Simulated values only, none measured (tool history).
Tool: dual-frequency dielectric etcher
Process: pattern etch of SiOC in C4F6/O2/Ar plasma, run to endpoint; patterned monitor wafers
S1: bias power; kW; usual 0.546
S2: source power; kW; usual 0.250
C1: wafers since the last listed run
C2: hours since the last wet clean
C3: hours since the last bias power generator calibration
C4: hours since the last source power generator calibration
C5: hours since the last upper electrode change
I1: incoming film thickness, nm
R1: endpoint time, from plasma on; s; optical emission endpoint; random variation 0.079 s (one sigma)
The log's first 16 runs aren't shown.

run	hour	S1	S2	C1	C2	C3	C4	C5	I1	R1
17	1226.7	0.500	0.300	1217	210.0	2541.0	3108.1	2065.8	47.77	17.9
18	1276.4	0.546	0.250	770	259.7	2590.7	3157.8	2115.5	47.97	18.5
19	1345.7	0.506	0.220	1074	329.0	2660.0	3227.1	2184.8	48.42	19.8
20	1400.8	0.587	0.290	854	384.1	2715.1	3282.2	2239.9	47.99	17.4
21	1562.5	0.628	0.200	2507	545.8	2876.8	3443.9	2401.6	47.91	19.0
# hour 1661.1: wet clean of the chamber
22	1661.6	0.456	0.220	1164	0.5	2975.9	3543.0	2500.7	47.40	19.8
# hour 1695.3: bias power generator calibrated
23	1708.4	0.546	0.250	663	47.3	13.1	3589.8	2547.5	47.78	18.3
24	1785.7	0.463	0.200	1198	124.6	90.4	3667.1	2624.8	47.52	20.5
# hour 1842.5: upper electrode replaced, of another model than before
25	1843.0	0.429	0.270	516	181.9	147.7	3724.4	0.5	47.86	19.9
26	1925.0	0.509	0.270	1271	263.9	229.7	3806.4	82.5	47.04	18.1
27	1996.0	0.597	0.210	1100	334.9	300.7	3877.4	153.5	47.11	19.0
# hour 2070.5: source power generator calibrated
28	2087.1	0.474	0.290	1350	426.0	391.8	16.6	244.6	47.97	18.9
29	2176.8	0.655	0.270	1390	515.7	481.5	106.3	334.3	47.72	16.8
# hour 2205.4: wet clean of the chamber
30	2227.7	0.546	0.250	417	22.3	532.4	157.2	385.2	47.45	18.2
31	2321.7	0.546	0.270	1457	116.3	626.4	251.2	479.2	47.51	17.7
32	2428.9	0.437	0.270	1662	223.5	733.6	358.4	586.4	47.62	20.0
33	2481.0	0.474	0.290	807	275.6	785.7	410.5	638.5	47.69	18.6
34	2565.9	0.546	0.250	1316	360.5	870.6	495.4	723.4	47.61	18.7
35	2629.4	0.586	0.230	984	424.0	934.1	558.9	786.9	47.58	18.8
36	2707.1	0.474	0.290	1204	501.7	1011.8	636.6	864.6	47.61	18.8

Forecast each of these 3 alternatives for the next run:
A	2707.5	0.427	0.250	6	502.1	1012.2	637.0	865.0	47.98	?
B	2707.5	0.462	0.200	6	502.1	1012.2	637.0	865.0	47.98	?
C	2707.5	0.647	0.250	6	502.1	1012.2	637.0	865.0	47.98	?

run	R1
A	21.2
B	22.5
C	17.5
Without the tool's hidden state the same runs would have given:
run	R1
A	20.3
B	21.6
C	16.8
